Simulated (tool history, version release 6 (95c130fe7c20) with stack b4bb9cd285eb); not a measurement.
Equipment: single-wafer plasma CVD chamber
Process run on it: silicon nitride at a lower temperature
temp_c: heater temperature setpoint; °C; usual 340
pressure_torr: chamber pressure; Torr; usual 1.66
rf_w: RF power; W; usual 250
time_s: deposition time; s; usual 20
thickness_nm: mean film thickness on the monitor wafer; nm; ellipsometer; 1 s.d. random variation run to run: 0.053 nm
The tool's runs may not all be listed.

run     day  temp_c  pressure_torr  rf_w  time_s  wafers since the last listed run  hours since the last thermocouple change  hours since the last RF generator calibration  hours since the last manometer calibration  hours since the showerhead was replaced  hours since the gauge calibration  read-back reference wafer on the same gauge, thickness_nm  thickness_nm
  1       0     340           1.66   250      20                                 0                                      2408                                         2228.1                                          16                                   6283.4                              237.1                                                     19.684        20.627
  2   0.325     340           1.66   250      20                               160                                    2415.8                                         2235.9                                        23.8                                   6291.2                              244.9                                                     19.703        20.594
      1.046  -- thermocouple changed; heater temperature recalibrated
  3   1.067     340           1.66   250      20                               201                                       0.5                                         2253.7                                        41.6                                     6309                              262.7                                                     19.708         20.61
  4   1.225     340           1.66   250      20                                78                                       4.3                                         2257.5                                        45.4                                   6312.8                              266.5                                                     19.698        20.631
  5   1.779     340           1.66   210      20                               273                                      17.6                                         2270.8                                        58.7                                   6326.1                              279.8                                                     19.715        18.383
      2.521  -- RF generator calibrated
  6   2.542     346           1.66   250    22.1                               211                                      35.9                                            0.5                                          77                                   6344.4                              298.1                                                     19.705        23.857
  7   2.733     340           1.45   250      20                                94                                      40.5                                            5.1                                        81.6                                     6349                              302.7                                                     19.702         20.33
  8   3.462     346           1.66   250    22.1                               359                                        58                                           22.6                                        99.1                                   6366.5                              320.2                                                     19.694        23.733
  9   4.171     347           1.66   250      20                               349                                        75                                           39.6                                       116.1                                   6383.5                              337.2                                                       19.7        21.458
 10   4.696     349           1.66   250      20                               258                                      87.6                                           52.2                                       128.7                                   6396.1                              349.8                                                     19.689          21.5
 11   5.321     328           1.99   250    23.9                               308                                     102.6                                           67.2                                       143.7                                   6411.1                              364.8                                                     19.707        27.646
      5.579  -- gauge calibrated
 12   5.838     340           1.66   250      20                               254                                       115                                           79.6                                       156.1                                   6423.5                                6.2                                                     19.699        21.502
      6.575  -- showerhead replaced
 13   6.596     340           2.01   250    21.7                               209                                     133.2                                           97.8                                       174.3                                      0.5                               24.4                                                      19.71        25.217
 14   7.183     340           1.66   250      20                               289                                     147.3                                          111.9                                       188.4                                     14.6                               38.5                                                     19.701        21.561
 15   7.662     340           1.66   250    17.2                               236                                     158.8                                          123.4                                       199.9                                     26.1                                 50                                                       19.7        18.471
 16    8.35     326           1.66   250      20                               338                                     175.3                                          139.9                                       216.4                                     42.6                               66.5                                                     19.713        21.742
 17   9.008     346           1.66   250      20                               324                                     191.1                                          155.7                                       232.2                                     58.4                               82.3                                                     19.698        21.458
 18   9.421     340           1.66   250      20                               203                                       201                                          165.6                                       242.1                                     68.3                               92.2                                                     19.695        21.528
 19   9.908     340           1.66   270    17.5                               240                                     212.7                                          177.3                                       253.8                                       80                              103.9                                                     19.699         19.79
 20  10.458     340           1.66   250      20                               271                                     225.9                                          190.5                                         267                                     93.2                              117.1                                                      19.71        21.591
 21  10.854     340           2.02   230      20                               195                                     235.4                                            200                                       276.5                                    102.7                              126.6                                                     19.703        21.869
 22  11.192     340           1.66   250    21.3                               166                                     243.5                                          208.1                                       284.6                                    110.8                              134.7                                                     19.709        22.907
 23  11.546     331           1.66   250    22.2                               174                                       252                                          216.6                                       293.1                                    119.3                              143.2                                                     19.708        23.841
 24  11.933     340           1.66   250    23.4                               190                                     261.3                                          225.9                                       302.4                                    128.6                              152.5                                                       19.7        25.128
 25  12.496     340           1.66   250      20                               277                                     274.8                                          239.4                                       315.9                                    142.1                                166                                                     19.703        21.392
 26  13.062     340           1.66   250      20                               279                                     288.4                                            253                                       329.5                                    155.7                              179.6                                                     19.704        21.416
 27  13.717     340           1.66   250    16.8                               322                                     304.1                                          268.7                                       345.2                                    171.4                              195.3                                                     19.704        18.048
 28  14.175     340           1.66   250      20                               225                                     315.1                                          279.7                                       356.2                                    182.4                              206.3                                                     19.693        21.441
 29   14.65     340           2.03   250    17.9                               234                                     326.5                                          291.1                                       367.6                                    193.8                              217.7                                                     19.688        20.762

Forecast each of these 4 alternatives for the next run:
  A  14.667     340           1.66   250    16.9                                 8                                     326.9                                          291.5                                         368                                    194.2                              218.1                                                          ?             ?
  B  14.667     340            1.4   250      20                                 8                                     326.9                                          291.5                                         368                                    194.2                              218.1                                                          ?             ?
  C  14.667     327           2.02   210    17.4                                 8                                     326.9                                          291.5                                         368                                    194.2                              218.1                                                          ?             ?
  D  14.667     330           1.66   295      20                                 8                                     326.9                                          291.5                                         368                                    194.2                              218.1                                                          ?             ?

run  read-back reference wafer on the same gauge, thickness_nm  thickness_nm
  A                                                     19.723        18.171
  B                                                     19.723        19.959
  C                                                     19.723        18.084
  D                                                     19.723         23.93
What these runs would have given with no unlogged condition in the tool:
run  thickness_nm
  A        18.484
  B        20.316
  C        18.382
  D        24.339
